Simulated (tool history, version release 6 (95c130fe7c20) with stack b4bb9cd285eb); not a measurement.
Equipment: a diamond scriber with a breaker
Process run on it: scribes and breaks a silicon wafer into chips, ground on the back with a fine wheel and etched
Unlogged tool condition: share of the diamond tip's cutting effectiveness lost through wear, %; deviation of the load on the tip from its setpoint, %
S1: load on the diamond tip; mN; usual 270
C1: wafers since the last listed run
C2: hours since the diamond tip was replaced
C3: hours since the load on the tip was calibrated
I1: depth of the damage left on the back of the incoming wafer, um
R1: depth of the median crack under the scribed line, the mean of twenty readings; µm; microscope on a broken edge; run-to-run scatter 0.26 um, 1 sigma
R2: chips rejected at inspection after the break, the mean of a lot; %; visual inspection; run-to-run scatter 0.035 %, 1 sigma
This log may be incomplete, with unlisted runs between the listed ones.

run 1 hour=0.0 | S1=270 | C1=0 C2=488.6 C3=699.8 | I1=0.51 | R1=13.35 R2=1.88
run 2 hour=25.6 | S1=270 | C1=58 C2=514.2 C3=725.4 | I1=0.68 | R1=12.87 R2=1.78
-- hour=47.9 diamond tip replaced by a new one
run 3 hour=90.2 | S1=270 | C1=142 C2=42.3 C3=790.0 | I1=0.76 | R1=14.55 R2=0.66
run 4 hour=116.1 | S1=245 | C1=58 C2=68.2 C3=815.9 | I1=0.78 | R1=13.36 R2=1.41
run 5 hour=164.6 | S1=245 | C1=110 C2=116.7 C3=864.4 | I1=0.46 | R1=13.21 R2=1.86
run 6 hour=191.3 | S1=321 | C1=60 C2=143.4 C3=891.1 | I1=0.36 | R1=15.29 R2=0.59
run 7 hour=233.1 | S1=270 | C1=95 C2=185.2 C3=932.9 | I1=0.62 | R1=13.86 R2=1.22
-- hour=251.1 load on the tip recalibrated
run 8 hour=287.0 | S1=270 | C1=118 C2=239.1 C3=35.9 | I1=0.51 | R1=13.14 R2=1.39
run 9 hour=354.0 | S1=301 | C1=152 C2=306.1 C3=102.9 | I1=0.42 | R1=14.42 R2=0.81
run 10 hour=385.6 | S1=270 | C1=71 C2=337.7 C3=134.5 | I1=0.59 | R1=13.31 R2=1.72
run 11 hour=445.2 | S1=224 | C1=135 C2=397.3 C3=194.1 | I1=0.57 | R1=11.58 R2=4.53
run 12 hour=488.7 | S1=296 | C1=98 C2=440.8 C3=237.6 | I1=0.31 | R1=13.90 R2=1.09
-- hour=516.7 diamond tip replaced by a new one, of another model than before
run 13 hour=538.0 | S1=218 | C1=107 C2=21.3 C3=286.9 | I1=0.67 | R1=11.79 R2=5.50
run 14 hour=593.1 | S1=311 | C1=125 C2=76.4 C3=342.0 | I1=0.35 | R1=15.98 R2=1.30
run 15 hour=633.2 | S1=243 | C1=91 C2=116.5 C3=382.1 | I1=0.72 | R1=12.70 R2=2.99
run 16 hour=671.5 | S1=297 | C1=87 C2=154.8 C3=420.4 | I1=0.61 | R1=15.14 R2=0.59
run 17 hour=699.0 | S1=219 | C1=62 C2=182.3 C3=447.9 | I1=0.56 | R1=10.90 R2=8.13

Consider 3 possible next runs. They are alternatives, not a sequence: every one starts from the tool as it was left by run 17. What does each give?
run A hour=699.7 | S1=197 | C1=1 C2=183.0 C3=448.6 | I1=0.31 | R1=? R2=?
run B hour=699.7 | S1=220 | C1=1 C2=183.0 C3=448.6 | I1=0.31 | R1=? R2=?
run C hour=699.7 | S1=300 | C1=1 C2=183.0 C3=448.6 | I1=0.31 | R1=? R2=?

run=A R1=9.87 R2=15.30
run=B R1=11.13 R2=8.19
run=C R1=15.07 R2=0.62
Without the tool's hidden state the same runs would have given:
run=A R1=10.73 R2=10.17
run=B R1=12.10 R2=4.50
run=C R1=16.38 R2=1.51
